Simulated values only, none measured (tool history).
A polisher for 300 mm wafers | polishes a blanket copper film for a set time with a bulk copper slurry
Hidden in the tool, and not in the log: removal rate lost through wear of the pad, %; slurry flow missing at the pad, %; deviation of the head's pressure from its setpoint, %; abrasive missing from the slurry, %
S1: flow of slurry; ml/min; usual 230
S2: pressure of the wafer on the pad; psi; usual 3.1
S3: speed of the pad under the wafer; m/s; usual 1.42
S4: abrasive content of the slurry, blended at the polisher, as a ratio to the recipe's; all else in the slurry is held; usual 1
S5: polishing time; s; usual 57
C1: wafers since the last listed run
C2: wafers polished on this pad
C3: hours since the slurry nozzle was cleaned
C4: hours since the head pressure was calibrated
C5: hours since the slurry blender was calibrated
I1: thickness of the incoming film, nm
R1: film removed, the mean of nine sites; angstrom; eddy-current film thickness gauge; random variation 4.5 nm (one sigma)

Run 1, hour 0: usual settings; C1 0; C2 459; C3 309.8; C4 990.9; C5 227.2; I1 3306.8. Result: R1 6344 angstrom.
Run 2, hour 13.3: usual settings; C1 126; C2 586; C3 323.1; C4 1004.2; C5 240.5; I1 3303.1. Result: R1 6248 angstrom.
Run 3, hour 22.1: usual settings; C1 83; C2 669; C3 331.9; C4 1013; C5 249.3; I1 3374.7. Result: R1 6413 angstrom.
Run 4, hour 36.8: usual settings but S4 0.85; C1 139; C2 808; C3 346.6; C4 1027.7; C5 264; I1 3333.7. Result: R1 6144 angstrom.
Run 5, hour 48.9: usual settings; C1 114; C2 923; C3 358.7; C4 1039.8; C5 276.1; I1 3351.7. Result: R1 6237 angstrom.
Run 6, hour 55.1: usual settings; C1 58; C2 982; C3 364.9; C4 1046; C5 282.3; I1 3362.7. Result: R1 6224 angstrom.
Run 7, hour 64.7: usual settings; C1 91; C2 1073; C3 374.5; C4 1055.6; C5 291.9; I1 3367. Result: R1 6236 angstrom.
Run 8, hour 76.5: usual settings; C1 111; C2 1185; C3 386.3; C4 1067.4; C5 303.7; I1 3307.3. Result: R1 6280 angstrom.
At hour 91: head pressure recalibrated.
At hour 94.4: worn pad replaced by a new one.
Run 9, hour 94.9: usual settings but S1 290 ml/min, S2 2.5 psi; C1 123; C2 5; C3 404.7; C4 3.9; C5 322.1; I1 3335.4. Result: R1 5683 angstrom.
Run 10, hour 106.9: usual settings but S1 290 ml/min, S2 2.5 psi; C1 113; C2 118; C3 416.7; C4 15.9; C5 334.1; I1 3321.8. Result: R1 5600 angstrom.
Run 11, hour 116.1: usual settings; C1 87; C2 206; C3 425.9; C4 25.1; C5 343.3; I1 3369.1. Result: R1 6199 angstrom.
Run 12, hour 127.1: usual settings but S1 305 ml/min, S2 2.6 psi, S3 1.9 m/s; C1 104; C2 310; C3 436.9; C4 36.1; C5 354.3; I1 3320.3. Result: R1 7688 angstrom.
Run 13, hour 141.2: usual settings but S1 290 ml/min, S2 2.5 psi; C1 133; C2 444; C3 451; C4 50.2; C5 368.4; I1 3404. Result: R1 5624 angstrom.
Run 14, hour 148.2: usual settings; C1 66; C2 510; C3 458; C4 57.2; C5 375.4; I1 3295.7. Result: R1 6296 angstrom.
Run 15, hour 156.5: usual settings; C1 78; C2 589; C3 466.3; C4 65.5; C5 383.7; I1 3340.3. Result: R1 6197 angstrom.
Run 16, hour 173.2: usual settings but S3 1.84 m/s; C1 158; C2 747; C3 483; C4 82.2; C5 400.4; I1 3341.8. Result: R1 8122 angstrom.
Run 17, hour 183.3: usual settings but S1 160 ml/min, S2 2.3 psi, S3 1.62 m/s; C1 95; C2 843; C3 493.1; C4 92.3; C5 410.5; I1 3366. Result: R1 5481 angstrom.
At hour 194.9: slurry nozzle cleaned.
At hour 195: slurry blender recalibrated.
Run 18, hour 199.2: usual settings; C1 140; C2 983; C3 4.3; C4 108.2; C5 4.2; I1 3367.8. Result: R1 6615 angstrom.
Run 19, hour 208.6: usual settings; C1 89; C2 1072; C3 13.7; C4 117.6; C5 13.6; I1 3300.6. Result: R1 6489 angstrom.
Run 20, hour 218.2: usual settings but S2 2.2 psi, S4 0.9, S5 42 s; C1 91; C2 1163; C3 23.3; C4 127.2; C5 23.2; I1 3326.3. Result: R1 3809 angstrom.
Run 21, hour 229.9: usual settings but S4 1.2; C1 110; C2 1274; C3 35; C4 138.9; C5 34.9; I1 3334.4. Result: R1 6677 angstrom.
Run 22, hour 240.9: usual settings but S1 255 ml/min, S2 4.1 psi, S4 0.85, S5 75 s; C1 104; C2 1378; C3 46; C4 149.9; C5 45.9; I1 3321.9. Result: R1 10123 angstrom.
At hour 250.2: worn pad replaced by a new one.
Run 23, hour 250.7: usual settings but S4 1.15; C1 54; C2 5; C3 55.8; C4 159.7; C5 55.7; I1 3335.2. Result: R1 6529 angstrom.

Hidden state or all else? Some run-to-run changes of R1, split into what the settings, what came in and random variation would give without the hidden state, and what is left for the hidden state (with any gauge scatter that isn't in both results):
Run 16 -> 17: S1 230 -> 160, S2 3.1 -> 2.3, S3 1.84 -> 1.62. R1 -2641 angstrom: hidden state +162, all else -2803.
Run 17 -> 18: S1 160 -> 230, S2 2.3 -> 3.1, S3 1.62 -> 1.42, slurry nozzle cleaned, slurry blender recalibrated. R1 +1134 angstrom: hidden state +268, all else +866.
Run 21 -> 22: S1 230 -> 255, S2 3.1 -> 4.1, S4 1.2 -> 0.85, S5 57 -> 75. R1 +3446 angstrom: hidden state -101, all else +3547.
Run 22 -> 23: S1 255 -> 230, S2 4.1 -> 3.1, S4 0.85 -> 1.15, S5 75 -> 57, worn pad replaced by a new one. R1 -3594 angstrom: hidden state +65, all else -3659.
